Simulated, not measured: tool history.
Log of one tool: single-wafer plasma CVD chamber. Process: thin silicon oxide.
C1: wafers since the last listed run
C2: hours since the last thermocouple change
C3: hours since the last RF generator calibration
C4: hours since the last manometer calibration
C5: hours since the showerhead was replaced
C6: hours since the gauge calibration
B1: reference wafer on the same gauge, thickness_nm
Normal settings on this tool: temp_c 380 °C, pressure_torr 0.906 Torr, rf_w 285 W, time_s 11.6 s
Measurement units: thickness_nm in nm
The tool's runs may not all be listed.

run 1 day=0 | temp_c=380 pressure_torr=0.906 rf_w=285 time_s=11.6 | C1=0 C2=81 C3=2275.7 C4=1328 C5=125.6 C6=573.1 | B1=24.515 | thickness_nm=21.962
run 2 day=1.379 | temp_c=380 pressure_torr=0.906 rf_w=285 time_s=11.6 | C1=899 C2=114.1 C3=2308.8 C4=1361.1 C5=158.7 C6=606.2 | B1=24.505 | thickness_nm=22.135
run 3 day=1.971 | temp_c=380 pressure_torr=0.906 rf_w=285 time_s=11.6 | C1=385 C2=128.3 C3=2323 C4=1375.3 C5=172.9 C6=620.4 | B1=24.501 | thickness_nm=22.175
run 4 day=2.6 | temp_c=374 pressure_torr=0.906 rf_w=260 time_s=11.6 | C1=410 C2=143.4 C3=2338.1 C4=1390.4 C5=188 C6=635.5 | B1=24.5 | thickness_nm=21.181
run 5 day=3.575 | temp_c=380 pressure_torr=0.906 rf_w=285 time_s=11.6 | C1=636 C2=166.8 C3=2361.5 C4=1413.8 C5=211.4 C6=658.9 | B1=24.503 | thickness_nm=22.021
-- day=3.975 capacitance manometer re-zeroed and calibrated
run 6 day=4.304 | temp_c=376 pressure_torr=0.843 rf_w=285 time_s=11.6 | C1=258 C2=184.3 C3=2379 C4=7.9 C5=228.9 C6=676.4 | B1=24.496 | thickness_nm=19.651
-- day=4.812 RF generator calibrated
run 7 day=5.6 | temp_c=372 pressure_torr=0.906 rf_w=285 time_s=11.6 | C1=627 C2=215.4 C3=18.9 C4=39 C5=260 C6=707.5 | B1=24.5 | thickness_nm=22.027
run 8 day=6.796 | temp_c=380 pressure_torr=0.906 rf_w=285 time_s=11.6 | C1=780 C2=244.1 C3=47.6 C4=67.7 C5=288.7 C6=736.2 | B1=24.5 | thickness_nm=22.009
run 9 day=7.5 | temp_c=380 pressure_torr=0.906 rf_w=235 time_s=9.9 | C1=459 C2=261 C3=64.5 C4=84.6 C5=305.6 C6=753.1 | B1=24.505 | thickness_nm=17.17
run 10 day=8.029 | temp_c=380 pressure_torr=1.083 rf_w=285 time_s=11.6 | C1=345 C2=273.7 C3=77.2 C4=97.3 C5=318.3 C6=765.8 | B1=24.5 | thickness_nm=25.388
run 11 day=9.038 | temp_c=380 pressure_torr=0.906 rf_w=285 time_s=11.6 | C1=657 C2=297.9 C3=101.4 C4=121.5 C5=342.5 C6=790 | B1=24.493 | thickness_nm=21.772
-- day=10.246 gauge calibrated
run 12 day=10.362 | temp_c=380 pressure_torr=0.906 rf_w=285 time_s=11.6 | C1=864 C2=329.7 C3=133.2 C4=153.3 C5=374.3 C6=2.8 | B1=24.498 | thickness_nm=21.971
run 13 day=11.154 | temp_c=371 pressure_torr=1.105 rf_w=335 time_s=9.6 | C1=516 C2=348.7 C3=152.2 C4=172.3 C5=393.3 C6=21.8 | B1=24.504 | thickness_nm=23.049
run 14 day=11.742 | temp_c=380 pressure_torr=0.967 rf_w=285 time_s=9.7 | C1=383 C2=362.8 C3=166.3 C4=186.4 C5=407.4 C6=35.9 | B1=24.5 | thickness_nm=19.545
run 15 day=13 | temp_c=380 pressure_torr=0.906 rf_w=285 time_s=11.6 | C1=820 C2=393 C3=196.5 C4=216.6 C5=437.6 C6=66.1 | B1=24.515 | thickness_nm=21.887
run 16 day=13.917 | temp_c=386 pressure_torr=0.906 rf_w=285 time_s=12.5 | C1=597 C2=415 C3=218.5 C4=238.6 C5=459.6 C6=88.1 | B1=24.499 | thickness_nm=23.626
run 17 day=14.592 | temp_c=380 pressure_torr=0.687 rf_w=285 time_s=13.3 | C1=440 C2=431.2 C3=234.7 C4=254.8 C5=475.8 C6=104.3 | B1=24.495 | thickness_nm=18.392
run 18 day=15.742 | temp_c=380 pressure_torr=0.906 rf_w=285 time_s=11.6 | C1=750 C2=458.8 C3=262.3 C4=282.4 C5=503.4 C6=131.9 | B1=24.505 | thickness_nm=22.014
run 19 day=16.933 | temp_c=380 pressure_torr=0.719 rf_w=320 time_s=12.3 | C1=777 C2=487.4 C3=290.9 C4=311 C5=532 C6=160.5 | B1=24.486 | thickness_nm=19.044
run 20 day=17.788 | temp_c=380 pressure_torr=0.906 rf_w=285 time_s=11.6 | C1=557 C2=507.9 C3=311.4 C4=331.5 C5=552.5 C6=181 | B1=24.502 | thickness_nm=22.078
run 21 day=18.9 | temp_c=380 pressure_torr=0.906 rf_w=285 time_s=11.6 | C1=725 C2=534.6 C3=338.1 C4=358.2 C5=579.2 C6=207.7 | B1=24.497 | thickness_nm=21.949
run 22 day=19.546 | temp_c=380 pressure_torr=0.906 rf_w=285 time_s=12.8 | C1=421 C2=550.1 C3=353.6 C4=373.7 C5=594.7 C6=223.2 | B1=24.506 | thickness_nm=24.239
run 23 day=20.658 | temp_c=384 pressure_torr=0.906 rf_w=285 time_s=11.6 | C1=725 C2=576.8 C3=380.3 C4=400.4 C5=621.4 C6=249.9 | B1=24.482 | thickness_nm=21.866
run 24 day=21.496 | temp_c=380 pressure_torr=0.906 rf_w=285 time_s=9.7 | C1=546 C2=596.9 C3=400.4 C4=420.5 C5=641.5 C6=270 | B1=24.497 | thickness_nm=18.511
run 25 day=22.15 | temp_c=380 pressure_torr=0.906 rf_w=285 time_s=11.6 | C1=426 C2=612.6 C3=416.1 C4=436.2 C5=657.2 C6=285.7 | B1=24.5 | thickness_nm=22.094

Run 26 has not been measured yet. What should we expect?
run 26 day=22.8 | temp_c=380 pressure_torr=0.797 rf_w=245 time_s=11.6 | C1=424 C2=628.2 C3=431.7 C4=451.8 C5=672.8 C6=301.3 | B1=? | thickness_nm=?

Run 26 produced B1 24.511, thickness_nm 18.109 nm.
The same run, on a tool lacking any hidden state, would have yielded thickness_nm 18.099 nm.
